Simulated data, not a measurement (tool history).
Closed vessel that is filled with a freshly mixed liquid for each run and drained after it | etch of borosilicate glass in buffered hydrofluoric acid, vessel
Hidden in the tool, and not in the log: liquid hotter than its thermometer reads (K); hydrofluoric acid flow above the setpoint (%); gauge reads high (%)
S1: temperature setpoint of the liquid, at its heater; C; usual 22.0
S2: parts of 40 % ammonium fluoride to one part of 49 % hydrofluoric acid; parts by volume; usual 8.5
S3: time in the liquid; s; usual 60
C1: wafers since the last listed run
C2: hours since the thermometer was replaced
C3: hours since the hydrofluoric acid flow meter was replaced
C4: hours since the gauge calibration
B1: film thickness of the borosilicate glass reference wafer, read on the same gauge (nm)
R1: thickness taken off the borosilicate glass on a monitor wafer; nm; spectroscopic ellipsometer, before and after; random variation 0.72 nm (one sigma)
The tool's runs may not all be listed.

run 1 hour=0.0 | S1=22.0 S2=8.5 S3=60 | C1=0 C2=2402.2 C3=1423.5 C4=677.7 | B1=80.00 | R1=78.94
run 2 hour=66.0 | S1=19.5 S2=8.5 S3=60 | C1=8629 C2=2468.2 C3=1489.5 C4=743.7 | B1=80.03 | R1=68.56
run 3 hour=126.6 | S1=19.5 S2=8.5 S3=60 | C1=7923 C2=2528.8 C3=1550.1 C4=804.3 | B1=80.02 | R1=68.81
run 4 hour=156.1 | S1=19.5 S2=8.5 S3=60 | C1=3857 C2=2558.3 C3=1579.6 C4=833.8 | B1=79.96 | R1=68.96
run 5 hour=198.7 | S1=22.0 S2=8.5 S3=60 | C1=5570 C2=2600.9 C3=1622.2 C4=876.4 | B1=79.99 | R1=77.47
run 6 hour=239.8 | S1=22.0 S2=8.5 S3=60 | C1=5374 C2=2642.0 C3=1663.3 C4=917.5 | B1=79.94 | R1=79.44
run 7 hour=302.2 | S1=22.0 S2=11.0 S3=60 | C1=8159 C2=2704.4 C3=1725.7 C4=979.9 | B1=79.94 | R1=62.91
run 8 hour=334.7 | S1=20.5 S2=8.5 S3=60 | C1=4249 C2=2736.9 C3=1758.2 C4=1012.4 | B1=80.00 | R1=71.87
run 9 hour=370.8 | S1=22.0 S2=8.5 S3=60 | C1=4720 C2=2773.0 C3=1794.3 C4=1048.5 | B1=80.01 | R1=77.66
run 10 hour=399.9 | S1=22.0 S2=8.5 S3=60 | C1=3805 C2=2802.1 C3=1823.4 C4=1077.6 | B1=79.98 | R1=77.94
run 11 hour=433.3 | S1=23.5 S2=8.5 S3=60 | C1=4367 C2=2835.5 C3=1856.8 C4=1111.0 | B1=79.99 | R1=85.19
run 12 hour=483.3 | S1=23.5 S2=8.5 S3=60 | C1=6537 C2=2885.5 C3=1906.8 C4=1161.0 | B1=80.00 | R1=84.15
run 13 hour=561.6 | S1=23.5 S2=8.5 S3=60 | C1=10238 C2=2963.8 C3=1985.1 C4=1239.3 | B1=80.02 | R1=85.52
run 14 hour=604.6 | S1=22.0 S2=8.5 S3=60 | C1=5622 C2=3006.8 C3=2028.1 C4=1282.3 | B1=79.99 | R1=78.47
-- hour=650.3 thermometer replaced
run 15 hour=668.4 | S1=26.5 S2=8.5 S3=80 | C1=8211 C2=18.1 C3=2091.9 C4=1346.1 | B1=79.99 | R1=132.51
run 16 hour=696.2 | S1=22.0 S2=8.5 S3=60 | C1=3635 C2=45.9 C3=2119.7 C4=1373.9 | B1=80.03 | R1=78.94
-- hour=703.2 hydrofluoric acid flow meter replaced
-- hour=709.9 gauge calibrated
run 17 hour=746.7 | S1=23.5 S2=8.5 S3=60 | C1=6472 C2=96.4 C3=43.5 C4=36.8 | B1=79.97 | R1=84.90
run 18 hour=781.8 | S1=22.0 S2=8.5 S3=30 | C1=4589 C2=131.5 C3=78.6 C4=71.9 | B1=80.01 | R1=39.56
run 19 hour=832.0 | S1=26.0 S2=10.0 S3=60 | C1=6564 C2=181.7 C3=128.8 C4=122.1 | B1=80.00 | R1=85.31
run 20 hour=870.6 | S1=22.0 S2=11.5 S3=60 | C1=5047 C2=220.3 C3=167.4 C4=160.7 | B1=80.04 | R1=60.78
run 21 hour=937.4 | S1=22.0 S2=8.5 S3=60 | C1=8734 C2=287.1 C3=234.2 C4=227.5 | B1=80.02 | R1=78.41
run 22 hour=1003.1 | S1=24.0 S2=6.5 S3=95 | C1=8590 C2=352.8 C3=299.9 C4=293.2 | B1=80.02 | R1=179.96
run 23 hour=1071.1 | S1=17.5 S2=7.5 S3=80 | C1=8891 C2=420.8 C3=367.9 C4=361.2 | B1=79.97 | R1=93.58
run 24 hour=1095.8 | S1=24.5 S2=8.5 S3=70 | C1=3229 C2=445.5 C3=392.6 C4=385.9 | B1=80.01 | R1=103.69
run 25 hour=1154.5 | S1=19.5 S2=10.5 S3=35 | C1=7675 C2=504.2 C3=451.3 C4=444.6 | B1=79.98 | R1=33.16
run 26 hour=1220.0 | S1=26.0 S2=8.5 S3=50 | C1=8564 C2=569.7 C3=516.8 C4=510.1 | B1=80.00 | R1=82.25
run 27 hour=1247.5 | S1=23.5 S2=8.5 S3=60 | C1=3595 C2=597.2 C3=544.3 C4=537.6 | B1=80.00 | R1=86.00
run 28 hour=1279.9 | S1=26.5 S2=9.5 S3=90 | C1=4236 C2=629.6 C3=576.7 C4=570.0 | B1=80.00 | R1=137.29
run 29 hour=1311.1 | S1=19.0 S2=8.5 S3=90 | C1=4079 C2=660.8 C3=607.9 C4=601.2 | B1=80.02 | R1=99.42
run 30 hour=1368.8 | S1=19.5 S2=8.5 S3=90 | C1=7544 C2=718.5 C3=665.6 C4=658.9 | B1=80.03 | R1=103.62
run 31 hour=1392.8 | S1=22.0 S2=11.0 S3=40 | C1=3138 C2=742.5 C3=689.6 C4=682.9 | B1=79.98 | R1=41.91
run 32 hour=1436.2 | S1=18.0 S2=10.5 S3=45 | C1=5674 C2=785.9 C3=733.0 C4=726.3 | B1=79.99 | R1=39.48
run 33 hour=1462.4 | S1=20.0 S2=7.0 S3=60 | C1=3425 C2=812.1 C3=759.2 C4=752.5 | B1=80.00 | R1=86.25

How the hidden state differs across the entries between the runs, from the last listed run before each to the first after it:
Between runs 14 and 15: thermometer replaced (hour 650.3)
  no hidden state differs between the two runs
Between runs 16 and 17: hydrofluoric acid flow meter replaced (hour 703.2); gauge calibrated (hour 709.9)
  no hidden state differs between the two runs

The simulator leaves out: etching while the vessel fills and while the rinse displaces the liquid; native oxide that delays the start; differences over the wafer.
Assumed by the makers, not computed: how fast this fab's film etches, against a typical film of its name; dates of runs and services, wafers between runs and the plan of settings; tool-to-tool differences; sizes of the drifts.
